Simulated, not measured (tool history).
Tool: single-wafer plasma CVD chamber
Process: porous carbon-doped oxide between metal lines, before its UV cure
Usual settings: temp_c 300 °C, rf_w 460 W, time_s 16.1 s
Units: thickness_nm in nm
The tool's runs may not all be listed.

run	hour	temp_c	rf_w	time_s	wafers since the last listed run	hours since the last thermocouple change	hours since the last RF generator calibration	hours since the showerhead was replaced	hours since the gauge calibration	read-back reference wafer on the same gauge, thickness_nm	thickness_nm
1	0.0	300	430	16.1	0	550.6	886.3	4459.9	598.3	74.892	75.060
2	48.1	300	430	16.1	1183	598.7	934.4	4508.0	646.4	74.738	74.721
3	148.3	300	480	14.8	2466	698.9	1034.6	4608.2	746.6	74.905	74.936
4	212.7	300	460	17.7	1585	763.3	1099.0	4672.6	811.0	74.755	86.369
5	266.3	300	460	17.7	1319	816.9	1152.6	4726.2	864.6	74.846	85.966
6	310.5	293	440	16.1	1087	861.1	1196.8	4770.4	908.8	74.787	79.750
# hour 387.5: gauge calibrated
7	418.0	293	440	16.1	2645	968.6	1304.3	4877.9	30.5	74.871	79.958
# hour 459.4: thermocouple changed; heater temperature recalibrated
8	469.6	293	440	16.1	1073	10.2	1355.9	4929.5	82.1	74.790	79.681
# hour 501.7: showerhead replaced
9	551.3	300	460	18.1	1813	91.9	1437.6	49.6	163.8	74.780	87.378
10	630.5	288	395	18.4	1949	171.1	1516.8	128.8	243.0	74.818	86.183
11	685.6	292	545	18.6	1356	226.2	1571.9	183.9	298.1	74.791	105.337
12	723.4	300	460	16.1	930	264.0	1609.7	221.7	335.9	74.780	78.162
# hour 744.9: RF generator calibrated
13	786.6	300	460	17.7	1358	327.2	41.7	284.9	399.1	74.821	85.774
14	865.1	312	550	13.6	1932	405.7	120.2	363.4	477.6	74.719	69.331
15	925.5	314	460	16.1	1486	466.1	180.6	423.8	538.0	74.786	72.324
16	973.7	312	460	13.2	1186	514.3	228.8	472.0	586.2	74.940	59.941
17	1040.4	300	435	13.7	1641	581.0	295.5	538.7	652.9	74.756	64.311
18	1130.3	286	460	16.1	2212	670.9	385.4	628.6	742.8	74.700	86.659
19	1178.3	300	460	16.1	1181	718.9	433.4	676.6	790.8	74.741	78.430

Forecast each of these 3 alternatives for the next run:
A	1178.7	300	460	16.1	9	719.3	433.8	677.0	791.2	?	?
B	1178.7	308	550	16.1	9	719.3	433.8	677.0	791.2	?	?
C	1178.7	312	460	16.1	9	719.3	433.8	677.0	791.2	?	?

run	read-back reference wafer on the same gauge, thickness_nm	thickness_nm
A	74.772	78.821
B	74.772	83.965
C	74.772	73.153
Without the tool's hidden state the same runs would have given:
run	thickness_nm
A	78.821
B	83.965
C	73.153

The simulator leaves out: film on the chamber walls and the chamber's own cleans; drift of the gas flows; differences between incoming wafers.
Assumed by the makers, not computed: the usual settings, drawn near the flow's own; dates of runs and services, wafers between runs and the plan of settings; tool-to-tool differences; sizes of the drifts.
